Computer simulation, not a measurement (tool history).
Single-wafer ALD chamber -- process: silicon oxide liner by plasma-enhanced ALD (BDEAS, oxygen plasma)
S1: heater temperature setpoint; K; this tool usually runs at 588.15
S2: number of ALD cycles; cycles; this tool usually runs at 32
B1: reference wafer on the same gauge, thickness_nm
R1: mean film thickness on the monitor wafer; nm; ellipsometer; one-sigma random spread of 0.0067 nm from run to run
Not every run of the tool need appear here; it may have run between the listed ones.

| run | hour | S1 | S2 | B1 | R1 |
|---|---|---|---|---|---|
| 1 | 0.0 | 588.15 | 32 | 3.042 | 2.671 |
| 2 | 52.2 | 594.15 | 32 | 3.044 | 2.653 |
| 3 | 95.2 | 594.15 | 32 | 3.041 | 2.656 |
| 4 | 403.0 | 594.15 | 32 | 3.037 | 2.651 |
| 5 | 492.5 | 588.15 | 36 | 3.033 | 3.004 |
| 6 | 591.3 | 588.15 | 36 | 3.036 | 2.987 |
| 7 | 654.4 | 599.15 | 32 | 3.034 | 2.629 |
| 8 | 941.2 | 588.15 | 32 | 3.028 | 2.670 |
| 9 | 990.2 | 588.15 | 32 | 3.027 | 2.660 |
| 10 | 1098.0 | 588.15 | 32 | 3.025 | 2.650 |
| 11 | 1322.8 | 588.15 | 32 | 3.020 | 2.640 |
| 12 | 1578.6 | 588.15 | 32 | 3.015 | 2.658 |
| 13 | 1659.2 | 588.15 | 32 | 3.016 | 2.653 |
| 14 | 1699.4 | 578.15 | 32 | 3.013 | 2.691 |
| 15 | 1779.5 | 578.15 | 32 | 3.011 | 2.686 |
| 16 | 1877.3 | 588.15 | 32 | 3.010 | 2.641 |
|  | 1956.9 | thermocouple changed; heater temperature recalibrated |
| 17 | 2030.4 | 588.15 | 32 | 3.008 | 2.644 |
| 18 | 2095.2 | 588.15 | 32 | 3.007 | 2.645 |
| 19 | 2181.1 | 588.15 | 32 | 3.007 | 2.643 |
| 20 | 2224.2 | 588.15 | 32 | 3.004 | 2.638 |
| 21 | 2304.7 | 588.15 | 26 | 3.005 | 2.134 |
| 22 | 2389.2 | 598.15 | 27 | 3.002 | 2.188 |
| 23 | 2496.8 | 580.15 | 26 | 2.998 | 2.162 |
| 24 | 2568.2 | 588.15 | 32 | 3.000 | 2.649 |
|  | 2594.9 | gauge calibrated |
| 25 | 2669.2 | 588.15 | 32 | 3.057 | 2.689 |
| 26 | 2762.0 | 588.15 | 32 | 3.056 | 2.685 |
| 27 | 2869.7 | 602.15 | 38 | 3.052 | 3.129 |
| 28 | 2960.0 | 588.15 | 34 | 3.051 | 2.844 |
| 29 | 3030.0 | 584.15 | 32 | 3.051 | 2.700 |
| 30 | 3114.5 | 574.15 | 32 | 3.051 | 2.727 |
| 31 | 3159.2 | 588.15 | 32 | 3.047 | 2.677 |
| 32 | 3232.0 | 602.15 | 38 | 3.045 | 3.132 |
| 33 | 3311.5 | 588.15 | 32 | 3.044 | 2.683 |
| 34 | 3409.3 | 598.15 | 37 | 3.045 | 3.052 |
| 35 | 3452.1 | 594.15 | 32 | 3.044 | 2.650 |
| 36 | 3554.5 | 588.15 | 30 | 3.041 | 2.515 |
| 37 | 3652.8 | 588.15 | 32 | 3.038 | 2.666 |
| 38 | 3729.2 | 595.15 | 37 | 3.040 | 3.072 |
| 39 | 3780.1 | 588.15 | 35 | 3.039 | 2.929 |
| 40 | 3852.6 | 576.15 | 36 | 3.035 | 3.058 |

What was the tool's hidden state at every run in the log?
wafer temperature above the value expected at the setpoint (K): 0, the same for each run
H1: gauge reads high (%)
| run | H1 |
|---|---|
| 1 | -0.207 |
| 2 | -0.236 |
| 3 | -0.261 |
| 4 | -0.436 |
| 5 | -0.487 |
| 6 | -0.544 |
| 7 | -0.58 |
| 8 | -0.743 |
| 9 | -0.771 |
| 10 | -0.832 |
| 11 | -0.96 |
| 12 | -1.11 |
| 13 | -1.15 |
| 14 | -1.18 |
| 15 | -1.22 |
| 16 | -1.28 |
| 17 | -1.36 |
| 18 | -1.4 |
| 19 | -1.45 |
| 20 | -1.47 |
| 21 | -1.52 |
| 22 | -1.57 |
| 23 | -1.63 |
| 24 | -1.67 |
| 25 | 0.21 |
| 26 | 0.157 |
| 27 | 0.0954 |
| 28 | 0.044 |
| 29 | 0.00407 |
| 30 | -0.0441 |
| 31 | -0.0695 |
| 32 | -0.111 |
| 33 | -0.156 |
| 34 | -0.212 |
| 35 | -0.236 |
| 36 | -0.295 |
| 37 | -0.351 |
| 38 | -0.394 |
| 39 | -0.423 |
| 40 | -0.465 |
